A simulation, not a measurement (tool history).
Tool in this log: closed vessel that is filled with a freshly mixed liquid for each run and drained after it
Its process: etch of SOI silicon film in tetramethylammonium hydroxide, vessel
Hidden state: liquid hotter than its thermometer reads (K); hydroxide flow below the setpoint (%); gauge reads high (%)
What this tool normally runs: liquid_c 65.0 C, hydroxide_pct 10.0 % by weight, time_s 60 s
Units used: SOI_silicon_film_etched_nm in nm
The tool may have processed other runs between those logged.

| run | hour | liquid_c | hydroxide_pct | time_s | wafers since the last listed run | hours since the thermometer was replaced | hours since the hydroxide flow meter was replaced | hours since the gauge calibration | read-back film thickness of the SOI silicon film reference wafer, read on the same gauge (nm) | SOI_silicon_film_etched_nm |
|---|---|---|---|---|---|---|---|---|---|---|
| 1 | 0.0 | 65.0 | 10.0 | 50 | 0 | 1808.0 | 739.1 | 63.8 | 99.98 | 248.61 |
| 2 | 34.6 | 65.0 | 10.0 | 50 | 5097 | 1842.6 | 773.7 | 98.4 | 100.12 | 249.32 |
| 3 | 57.3 | 65.0 | 10.0 | 50 | 3344 | 1865.3 | 796.4 | 121.1 | 100.18 | 248.87 |
| 4 | 71.3 | 65.0 | 10.0 | 60 | 2062 | 1879.3 | 810.4 | 135.1 | 100.20 | 298.68 |
| 5 | 87.2 | 65.0 | 10.0 | 60 | 2342 | 1895.2 | 826.3 | 151.0 | 100.25 | 297.26 |
| 6 | 106.0 | 65.0 | 10.0 | 60 | 2769 | 1914.0 | 845.1 | 169.8 | 100.36 | 298.64 |
| 7 | 118.0 | 65.0 | 10.0 | 45 | 1767 | 1926.0 | 857.1 | 181.8 | 100.39 | 224.81 |
|  | 133.1 | hydroxide flow meter replaced |
| 8 | 143.0 | 65.0 | 10.0 | 90 | 3535 | 1951.0 | 9.9 | 206.8 | 100.57 | 448.42 |
| 9 | 164.0 | 69.5 | 8.0 | 80 | 3093 | 1972.0 | 30.9 | 227.8 | 100.74 | 568.53 |
|  | 176.0 | thermometer replaced |
| 10 | 186.7 | 65.0 | 10.0 | 60 | 3196 | 10.7 | 53.6 | 250.5 | 100.81 | 300.37 |
| 11 | 214.7 | 72.0 | 9.0 | 80 | 4125 | 38.7 | 81.6 | 278.5 | 101.03 | 634.21 |
|  | 242.2 | gauge calibrated |
| 12 | 249.8 | 65.0 | 10.0 | 90 | 5171 | 73.8 | 116.7 | 7.6 | 99.90 | 447.72 |
| 13 | 345.1 | 65.0 | 10.0 | 60 | 14040 | 169.1 | 212.0 | 102.9 | 100.03 | 298.41 |
| 14 | 358.4 | 69.5 | 7.0 | 30 | 1959 | 182.4 | 225.3 | 116.2 | 100.09 | 219.94 |

3 ways to go on from here, each from the tool as it stands after run 14. What would each give?
| A | 359.1 | 65.0 | 7.5 | 60 | 103 | 183.1 | 226.0 | 116.9 | ? | ? |
| B | 359.1 | 68.0 | 10.0 | 60 | 103 | 183.1 | 226.0 | 116.9 | ? | ? |
| C | 359.1 | 73.0 | 9.0 | 60 | 103 | 183.1 | 226.0 | 116.9 | ? | ? |

| run | read-back film thickness of the SOI silicon film reference wafer, read on the same gauge (nm) | SOI_silicon_film_etched_nm |
|---|---|---|
| A | 100.09 | 329.62 |
| B | 100.09 | 356.94 |
| C | 100.09 | 498.46 |
The same runs, with their run-to-run variation unchanged, on a tool lacking any hidden condition would have given:
| run | SOI_silicon_film_etched_nm |
|---|---|
| A | 329.34 |
| B | 356.63 |
| C | 498.03 |

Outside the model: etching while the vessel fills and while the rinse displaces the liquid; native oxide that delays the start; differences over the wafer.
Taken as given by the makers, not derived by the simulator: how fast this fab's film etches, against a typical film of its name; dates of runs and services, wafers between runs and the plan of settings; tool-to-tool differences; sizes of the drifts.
